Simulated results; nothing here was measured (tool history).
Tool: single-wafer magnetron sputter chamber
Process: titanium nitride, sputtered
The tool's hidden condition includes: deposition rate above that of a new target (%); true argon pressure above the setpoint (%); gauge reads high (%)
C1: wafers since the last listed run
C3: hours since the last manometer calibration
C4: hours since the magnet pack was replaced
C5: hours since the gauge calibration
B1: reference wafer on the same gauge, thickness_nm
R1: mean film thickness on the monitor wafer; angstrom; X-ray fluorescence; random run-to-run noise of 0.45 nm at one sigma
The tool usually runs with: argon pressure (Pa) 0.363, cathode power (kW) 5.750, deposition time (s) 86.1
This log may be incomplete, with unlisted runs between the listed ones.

{"run": 1, "hour": 0.0, "argon pressure (Pa)": 0.363, "cathode power (kW)": 5.75, "deposition time (s)": 86.1, "C1": 0, "wafers on the sputter target": 1122, "C3": 310.4, "C4": 3649.6, "C5": 2427.1, "B1": 81.968, "R1": 846.5}
{"run": 2, "hour": 82.0, "argon pressure (Pa)": 0.363, "cathode power (kW)": 5.75, "deposition time (s)": 86.1, "C1": 1337, "wafers on the sputter target": 2460, "C3": 392.4, "C4": 3731.6, "C5": 2509.1, "B1": 82.073, "R1": 822.8}
{"run": 3, "hour": 141.0, "argon pressure (Pa)": 0.363, "cathode power (kW)": 5.75, "deposition time (s)": 86.1, "C1": 962, "wafers on the sputter target": 3422, "C3": 451.4, "C4": 3790.6, "C5": 2568.1, "B1": 82.259, "R1": 823.21}
{"run": 4, "hour": 283.3, "argon pressure (Pa)": 0.437, "cathode power (kW)": 5.75, "deposition time (s)": 86.1, "C1": 2320, "wafers on the sputter target": 5742, "C3": 593.7, "C4": 3932.9, "C5": 2710.4, "B1": 82.008, "R1": 791.82}
{"run": 5, "hour": 325.5, "argon pressure (Pa)": 0.437, "cathode power (kW)": 5.75, "deposition time (s)": 86.1, "C1": 688, "wafers on the sputter target": 6431, "C3": 635.9, "C4": 3975.1, "C5": 2752.6, "B1": 81.958, "R1": 791.51}
{"run": 6, "hour": 379.0, "argon pressure (Pa)": 0.437, "cathode power (kW)": 5.75, "deposition time (s)": 86.1, "C1": 872, "wafers on the sputter target": 7303, "C3": 689.4, "C4": 4028.6, "C5": 2806.1, "B1": 82.157, "R1": 790.69}
{"hour": 394.8, "done": "gauge calibrated"}
{"run": 7, "hour": 428.4, "argon pressure (Pa)": 0.363, "cathode power (kW)": 6.3, "deposition time (s)": 86.1, "C1": 805, "wafers on the sputter target": 8109, "C3": 738.8, "C4": 4078.0, "C5": 33.6, "B1": 81.882, "R1": 895.7}
{"run": 8, "hour": 456.4, "argon pressure (Pa)": 0.363, "cathode power (kW)": 6.3, "deposition time (s)": 86.1, "C1": 456, "wafers on the sputter target": 8565, "C3": 766.8, "C4": 4106.0, "C5": 61.6, "B1": 82.309, "R1": 893.63}
{"run": 9, "hour": 489.8, "argon pressure (Pa)": 0.363, "cathode power (kW)": 6.3, "deposition time (s)": 86.1, "C1": 544, "wafers on the sputter target": 9110, "C3": 800.2, "C4": 4139.4, "C5": 95.0, "B1": 81.813, "R1": 891.93}
{"run": 10, "hour": 531.8, "argon pressure (Pa)": 0.363, "cathode power (kW)": 5.75, "deposition time (s)": 86.1, "C1": 684, "wafers on the sputter target": 9795, "C3": 842.2, "C4": 4181.4, "C5": 137.0, "B1": 81.838, "R1": 811.73}
{"hour": 557.0, "done": "sputter target and shields replaced, repeated, since the last time left the tool worse"}
{"run": 11, "hour": 563.5, "argon pressure (Pa)": 0.363, "cathode power (kW)": 5.3, "deposition time (s)": 75.4, "C1": 386, "wafers on the sputter target": 106, "C3": 873.9, "C4": 4213.1, "C5": 168.7, "B1": 82.036, "R1": 739.89}
{"run": 12, "hour": 623.5, "argon pressure (Pa)": 0.363, "cathode power (kW)": 5.75, "deposition time (s)": 95.5, "C1": 978, "wafers on the sputter target": 1084, "C3": 933.9, "C4": 4273.1, "C5": 228.7, "B1": 82.237, "R1": 1009.52}
{"hour": 639.9, "done": "magnet pack replaced"}
{"run": 13, "hour": 687.4, "argon pressure (Pa)": 0.311, "cathode power (kW)": 6.4, "deposition time (s)": 86.1, "C1": 911, "wafers on the sputter target": 1996, "C3": 997.8, "C4": 47.5, "C5": 292.6, "B1": 82.166, "R1": 1024.13}
{"run": 14, "hour": 713.9, "argon pressure (Pa)": 0.363, "cathode power (kW)": 5.75, "deposition time (s)": 86.1, "C1": 432, "wafers on the sputter target": 2428, "C3": 1024.3, "C4": 74.0, "C5": 319.1, "B1": 81.954, "R1": 899.17}
{"run": 15, "hour": 776.2, "argon pressure (Pa)": 0.363, "cathode power (kW)": 5.75, "deposition time (s)": 86.1, "C1": 1015, "wafers on the sputter target": 3444, "C3": 1086.6, "C4": 136.3, "C5": 381.4, "B1": 82.226, "R1": 896.1}
{"run": 16, "hour": 836.1, "argon pressure (Pa)": 0.269, "cathode power (kW)": 4.5, "deposition time (s)": 86.1, "C1": 976, "wafers on the sputter target": 4421, "C3": 1146.5, "C4": 196.2, "C5": 441.3, "B1": 82.079, "R1": 726.15}
{"run": 17, "hour": 863.1, "argon pressure (Pa)": 0.236, "cathode power (kW)": 6.15, "deposition time (s)": 77.7, "C1": 440, "wafers on the sputter target": 4861, "C3": 1173.5, "C4": 223.2, "C5": 468.3, "B1": 81.992, "R1": 905.5}
{"run": 18, "hour": 962.3, "argon pressure (Pa)": 0.299, "cathode power (kW)": 5.75, "deposition time (s)": 86.1, "C1": 1617, "wafers on the sputter target": 6479, "C3": 1272.7, "C4": 322.4, "C5": 567.5, "B1": 81.925, "R1": 898.4}
{"run": 19, "hour": 1022.9, "argon pressure (Pa)": 0.363, "cathode power (kW)": 5.75, "deposition time (s)": 86.1, "C1": 988, "wafers on the sputter target": 7467, "C3": 1333.3, "C4": 383.0, "C5": 628.1, "B1": 82.069, "R1": 887.02}
{"run": 20, "hour": 1076.8, "argon pressure (Pa)": 0.251, "cathode power (kW)": 5.05, "deposition time (s)": 102.2, "C1": 878, "wafers on the sputter target": 8346, "C3": 1387.2, "C4": 436.9, "C5": 682.0, "B1": 82.191, "R1": 960.81}
{"hour": 1086.8, "done": "sputter target and shields replaced"}
{"run": 21, "hour": 1112.8, "argon pressure (Pa)": 0.363, "cathode power (kW)": 5.05, "deposition time (s)": 86.1, "C1": 456, "wafers on the sputter target": 423, "C3": 1423.2, "C4": 472.9, "C5": 718.0, "B1": 82.35, "R1": 802.27}
{"run": 22, "hour": 1141.4, "argon pressure (Pa)": 0.363, "cathode power (kW)": 5.75, "deposition time (s)": 86.1, "C1": 466, "wafers on the sputter target": 889, "C3": 1451.8, "C4": 501.5, "C5": 746.6, "B1": 82.061, "R1": 923.82}
{"hour": 1159.4, "done": "capacitance manometer re-zeroed and calibrated"}
{"run": 23, "hour": 1202.4, "argon pressure (Pa)": 0.363, "cathode power (kW)": 5.3, "deposition time (s)": 74.2, "C1": 864, "wafers on the sputter target": 1754, "C3": 43.0, "C4": 562.5, "C5": 807.6, "B1": 81.933, "R1": 720.25}
{"run": 24, "hour": 1244.6, "argon pressure (Pa)": 0.46, "cathode power (kW)": 5.15, "deposition time (s)": 95.7, "C1": 688, "wafers on the sputter target": 2442, "C3": 85.2, "C4": 604.7, "C5": 849.8, "B1": 82.299, "R1": 862.55}
{"run": 25, "hour": 1286.0, "argon pressure (Pa)": 0.257, "cathode power (kW)": 4.65, "deposition time (s)": 70.8, "C1": 675, "wafers on the sputter target": 3117, "C3": 126.6, "C4": 646.1, "C5": 891.2, "B1": 82.092, "R1": 622.43}
{"run": 26, "hour": 1329.8, "argon pressure (Pa)": 0.446, "cathode power (kW)": 6.4, "deposition time (s)": 76.7, "C1": 714, "wafers on the sputter target": 3831, "C3": 170.4, "C4": 689.9, "C5": 935.0, "B1": 82.25, "R1": 856.58}
{"run": 27, "hour": 1362.5, "argon pressure (Pa)": 0.363, "cathode power (kW)": 5.75, "deposition time (s)": 86.1, "C1": 533, "wafers on the sputter target": 4365, "C3": 203.1, "C4": 722.6, "C5": 967.7, "B1": 82.206, "R1": 895.21}
{"run": 28, "hour": 1406.7, "argon pressure (Pa)": 0.363, "cathode power (kW)": 6.75, "deposition time (s)": 81.4, "C1": 720, "wafers on the sputter target": 5085, "C3": 247.3, "C4": 766.8, "C5": 1011.9, "B1": 82.159, "R1": 986.2}
{"run": 29, "hour": 1450.8, "argon pressure (Pa)": 0.483, "cathode power (kW)": 5.35, "deposition time (s)": 80.4, "C1": 719, "wafers on the sputter target": 5804, "C3": 291.4, "C4": 810.9, "C5": 1056.0, "B1": 82.205, "R1": 736.79}
{"run": 30, "hour": 1500.2, "argon pressure (Pa)": 0.363, "cathode power (kW)": 5.35, "deposition time (s)": 86.1, "C1": 805, "wafers on the sputter target": 6610, "C3": 340.8, "C4": 860.3, "C5": 1105.4, "B1": 82.05, "R1": 816.26}
{"run": 31, "hour": 1561.3, "argon pressure (Pa)": 0.437, "cathode power (kW)": 4.35, "deposition time (s)": 76.5, "C1": 996, "wafers on the sputter target": 7607, "C3": 401.9, "C4": 921.4, "C5": 1166.5, "B1": 81.988, "R1": 578.78}
{"hour": 1610.3, "done": "sputter target and shields replaced"}
{"run": 32, "hour": 1631.6, "argon pressure (Pa)": 0.363, "cathode power (kW)": 5.75, "deposition time (s)": 100.4, "C1": 1015, "wafers on the sputter target": 346, "C3": 472.2, "C4": 991.7, "C5": 1236.8, "B1": 82.199, "R1": 1076.94}
{"run": 33, "hour": 1701.3, "argon pressure (Pa)": 0.363, "cathode power (kW)": 5.75, "deposition time (s)": 86.1, "C1": 1136, "wafers on the sputter target": 1483, "C3": 541.9, "C4": 1061.4, "C5": 1306.5, "B1": 82.214, "R1": 914.37}
{"run": 34, "hour": 1757.2, "argon pressure (Pa)": 0.456, "cathode power (kW)": 4.75, "deposition time (s)": 96.6, "C1": 911, "wafers on the sputter target": 2395, "C3": 597.8, "C4": 1117.3, "C5": 1362.4, "B1": 81.844, "R1": 806.77}

Across each entry between runs, compare the hidden state at the last listed run before it with the hidden state at the first listed run after it:
Run 6 -> run 7: gauge calibrated (hour 394.8)
  deposition rate above that of a new target (%): -12.3 -> -12.4
  difference, measured minus the result without the unlogged condition, R1: -110.74 -> -126.47 angstrom
Run 10 -> run 11: sputter target and shields replaced, repeated, since the last time left the tool worse (hour 557.0)
  deposition rate above that of a new target (%): -12.5 -> -0.537
  difference, measured minus the result without the unlogged condition, R1: -115.87 -> -3.99 angstrom
Run 12 -> run 13: magnet pack replaced (hour 639.9)
  deposition rate above that of a new target (%): -1.88 -> -2.88
  difference, measured minus the result without the unlogged condition, R1: -19.33 -> -30.34 angstrom
Run 20 -> run 21: sputter target and shields replaced (hour 1086.8)
  deposition rate above that of a new target (%): -4.87 -> -0.766
  difference, measured minus the result without the unlogged condition, R1: -49.13 -> -6.19 angstrom
Run 22 -> run 23: capacitance manometer re-zeroed and calibrated (hour 1159.4)
  deposition rate above that of a new target (%): -1.39 -> -2.42
  difference, measured minus the result without the unlogged condition, R1: -13.02 -> -17.85 angstrom
Run 31 -> run 32: sputter target and shields replaced (hour 1610.3)
  deposition rate above that of a new target (%): -4.54 -> -0.678
  difference, measured minus the result without the unlogged condition, R1: -27.52 -> -7.35 angstrom

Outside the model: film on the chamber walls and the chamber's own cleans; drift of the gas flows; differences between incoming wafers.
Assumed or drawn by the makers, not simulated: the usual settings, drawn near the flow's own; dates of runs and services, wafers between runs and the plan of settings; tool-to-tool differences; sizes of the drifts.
